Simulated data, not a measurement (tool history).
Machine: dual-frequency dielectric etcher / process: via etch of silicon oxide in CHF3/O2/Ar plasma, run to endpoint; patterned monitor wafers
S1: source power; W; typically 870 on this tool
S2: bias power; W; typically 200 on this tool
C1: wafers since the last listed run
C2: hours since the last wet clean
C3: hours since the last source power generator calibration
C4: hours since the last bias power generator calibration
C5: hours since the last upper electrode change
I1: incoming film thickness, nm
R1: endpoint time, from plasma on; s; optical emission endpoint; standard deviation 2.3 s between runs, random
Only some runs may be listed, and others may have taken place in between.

| run | hour | S1 | S2 | C1 | C2 | C3 | C4 | C5 | I1 | R1 |
|---|---|---|---|---|---|---|---|---|---|---|
| 1 | 0.0 | 870 | 200 | 0 | 173.9 | 1429.6 | 3072.7 | 2121.6 | 665.5 | 293.5 |
| 2 | 68.7 | 870 | 200 | 289 | 242.6 | 1498.3 | 3141.4 | 2190.3 | 662.4 | 297.1 |
| 3 | 128.8 | 870 | 200 | 253 | 302.7 | 1558.4 | 3201.5 | 2250.4 | 665.1 | 294.2 |
| 4 | 174.5 | 870 | 177 | 192 | 348.4 | 1604.1 | 3247.2 | 2296.1 | 666.1 | 319.2 |
| 5 | 241.4 | 870 | 200 | 282 | 415.3 | 1671.0 | 3314.1 | 2363.0 | 668.0 | 302.1 |
| 6 | 323.8 | 870 | 200 | 347 | 497.7 | 1753.4 | 3396.5 | 2445.4 | 672.8 | 306.4 |
|  | 355.1 | wet clean of the chamber |
| 7 | 426.2 | 870 | 200 | 330 | 71.1 | 1855.8 | 3498.9 | 2547.8 | 662.8 | 294.2 |
| 8 | 567.1 | 870 | 200 | 594 | 212.0 | 1996.7 | 3639.8 | 2688.7 | 661.9 | 292.5 |
| 9 | 755.0 | 870 | 200 | 792 | 399.9 | 2184.6 | 3827.7 | 2876.6 | 669.8 | 300.5 |
| 10 | 801.7 | 740 | 200 | 197 | 446.6 | 2231.3 | 3874.4 | 2923.3 | 657.5 | 321.4 |
| 11 | 900.0 | 870 | 200 | 414 | 544.9 | 2329.6 | 3972.7 | 3021.6 | 661.7 | 305.3 |
|  | 937.1 | wet clean of the chamber |
| 12 | 1004.9 | 870 | 200 | 341 | 67.8 | 2434.5 | 4077.6 | 3126.5 | 660.3 | 294.3 |
|  | 1194.1 | upper electrode replaced |
| 13 | 1210.4 | 870 | 200 | 765 | 273.3 | 2640.0 | 4283.1 | 16.3 | 666.5 | 299.9 |
| 14 | 1246.7 | 870 | 200 | 153 | 309.6 | 2676.3 | 4319.4 | 52.6 | 669.2 | 297.8 |
| 15 | 1317.6 | 870 | 200 | 299 | 380.5 | 2747.2 | 4390.3 | 123.5 | 666.2 | 307.0 |
| 16 | 1424.1 | 870 | 200 | 449 | 487.0 | 2853.7 | 4496.8 | 230.0 | 658.5 | 308.4 |
|  | 1473.6 | bias power generator calibrated |
|  | 1587.5 | wet clean of the chamber |
| 17 | 1604.2 | 870 | 161 | 641 | 16.7 | 3033.8 | 130.6 | 410.1 | 665.6 | 324.5 |
| 18 | 1682.4 | 870 | 157 | 329 | 94.9 | 3112.0 | 208.8 | 488.3 | 662.3 | 326.0 |
| 19 | 1730.8 | 1070 | 200 | 204 | 143.3 | 3160.4 | 257.2 | 536.7 | 662.0 | 268.0 |
| 20 | 1794.6 | 1020 | 187 | 269 | 207.1 | 3224.2 | 321.0 | 600.5 | 661.8 | 285.1 |
| 21 | 1838.8 | 980 | 200 | 186 | 251.3 | 3268.4 | 365.2 | 644.7 | 666.2 | 279.9 |
| 22 | 1930.9 | 730 | 243 | 388 | 343.4 | 3360.5 | 457.3 | 736.8 | 661.7 | 300.6 |
|  | 2154.5 | wet clean of the chamber |
| 23 | 2180.8 | 870 | 200 | 953 | 26.3 | 3610.4 | 707.2 | 986.7 | 668.0 | 293.4 |
|  | 2207.9 | source power generator calibrated |
| 24 | 2257.5 | 870 | 200 | 306 | 103.0 | 49.6 | 783.9 | 1063.4 | 672.0 | 297.8 |
| 25 | 2319.8 | 1040 | 241 | 262 | 165.3 | 111.9 | 846.2 | 1125.7 | 661.6 | 249.4 |
| 26 | 2422.9 | 940 | 200 | 434 | 268.4 | 215.0 | 949.3 | 1228.8 | 656.7 | 285.8 |
| 27 | 2486.3 | 870 | 200 | 267 | 331.8 | 278.4 | 1012.7 | 1292.2 | 665.6 | 301.6 |
| 28 | 2593.0 | 800 | 154 | 450 | 438.5 | 385.1 | 1119.4 | 1398.9 | 659.4 | 353.8 |
|  | 2672.9 | wet clean of the chamber |
| 29 | 2682.0 | 870 | 171 | 274 | 9.1 | 474.1 | 1208.4 | 1487.9 | 672.7 | 310.9 |
| 30 | 2722.0 | 870 | 200 | 168 | 49.1 | 514.1 | 1248.4 | 1527.9 | 665.2 | 292.3 |
| 31 | 2766.4 | 800 | 249 | 187 | 93.5 | 558.5 | 1292.8 | 1572.3 | 666.9 | 274.5 |
| 32 | 2830.7 | 870 | 200 | 271 | 157.8 | 622.8 | 1357.1 | 1636.6 | 663.1 | 293.6 |

Each row is a separate what-if for the run after 32, all from the same tool condition, not one after another. Results?
| A | 2831.2 | 870 | 200 | 2 | 158.3 | 623.3 | 1357.6 | 1637.1 | 670.4 | ? |
| B | 2831.2 | 1000 | 200 | 2 | 158.3 | 623.3 | 1357.6 | 1637.1 | 670.4 | ? |
| C | 2831.2 | 1010 | 248 | 2 | 158.3 | 623.3 | 1357.6 | 1637.1 | 670.4 | ? |

| run | R1 |
|---|---|
| A | 294.1 |
| B | 274.5 |
| C | 249.1 |
The same runs, with their run-to-run variation unchanged, on a tool lacking any hidden condition would have given:
| run | R1 |
|---|---|
| A | 290.9 |
| B | 271.5 |
| C | 246.4 |
